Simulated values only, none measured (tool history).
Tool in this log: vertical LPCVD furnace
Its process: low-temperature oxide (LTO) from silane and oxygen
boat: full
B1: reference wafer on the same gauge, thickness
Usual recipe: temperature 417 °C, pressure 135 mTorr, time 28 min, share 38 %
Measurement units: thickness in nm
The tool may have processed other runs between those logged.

run 1 hour=0 | temperature=410 pressure=135 time=28 share=38 | B1=183.03 | thickness=156.11
run 2 hour=106.2 | temperature=413 pressure=135 time=28 share=38 | B1=182.88 | thickness=162.8
run 3 hour=177.8 | temperature=413 pressure=135 time=28 share=38 | B1=183.01 | thickness=161.24
run 4 hour=262 | temperature=420 pressure=130 time=28 share=38 | B1=182.76 | thickness=167.41
-- hour=288.5 gauge calibrated
run 5 hour=350.2 | temperature=417 pressure=135 time=28 share=38 | B1=183.01 | thickness=168.81
run 6 hour=449.8 | temperature=417 pressure=135 time=28 share=38 | B1=182.91 | thickness=167.76
run 7 hour=536 | temperature=417 pressure=125 time=28 share=38 | B1=182.9 | thickness=156.28
-- hour=590.2 pressure gauge zeroed
run 8 hour=609.9 | temperature=417 pressure=125 time=28 share=38 | B1=183.06 | thickness=164.24
run 9 hour=648.4 | temperature=417 pressure=135 time=28 share=38 | B1=183.07 | thickness=177.14
run 10 hour=691.3 | temperature=420 pressure=135 time=23.5 share=38 | B1=183.05 | thickness=152.91
-- hour=743.1 silane flow controller replaced
run 11 hour=767.5 | temperature=417 pressure=165 time=28 share=38 | B1=183.06 | thickness=216.12
-- hour=821 thermocouples replaced and temperature profile calibrated
run 12 hour=829.3 | temperature=408 pressure=135 time=28 share=32 | B1=183.25 | thickness=124.26
run 13 hour=893.9 | temperature=413 pressure=105 time=19 share=31 | B1=182.82 | thickness=66.7
-- hour=913.4 gauge calibrated
run 14 hour=949.1 | temperature=414 pressure=165 time=38.5 share=38 | B1=182.9 | thickness=276.93
run 15 hour=999.1 | temperature=417 pressure=135 time=28 share=38 | B1=182.89 | thickness=170.58
run 16 hour=1063.8 | temperature=425 pressure=135 time=19.5 share=45 | B1=183.07 | thickness=154.76
run 17 hour=1165.7 | temperature=421 pressure=160 time=21 share=38 | B1=182.66 | thickness=158.03
run 18 hour=1214.5 | temperature=417 pressure=115 time=28 share=31 | B1=182.99 | thickness=111.48

What if the next run were any one of these 3? Each begins from the tool's condition after run 18:
run A hour=1217.9 | temperature=417 pressure=135 time=28 share=38 | B1=? | thickness=?
run B hour=1217.9 | temperature=426 pressure=145 time=28 share=43 | B1=? | thickness=?
run C hour=1217.9 | temperature=412 pressure=110 time=23.5 share=38 | B1=? | thickness=?

run=A B1=183.39 thickness=170.13
run=B B1=183.39 thickness=229.34
run=C B1=183.39 thickness=110.14
Had the tool no hidden state, the same runs would have come out as:
run=A thickness=170.02
run=B thickness=229.22
run=C thickness=110.28
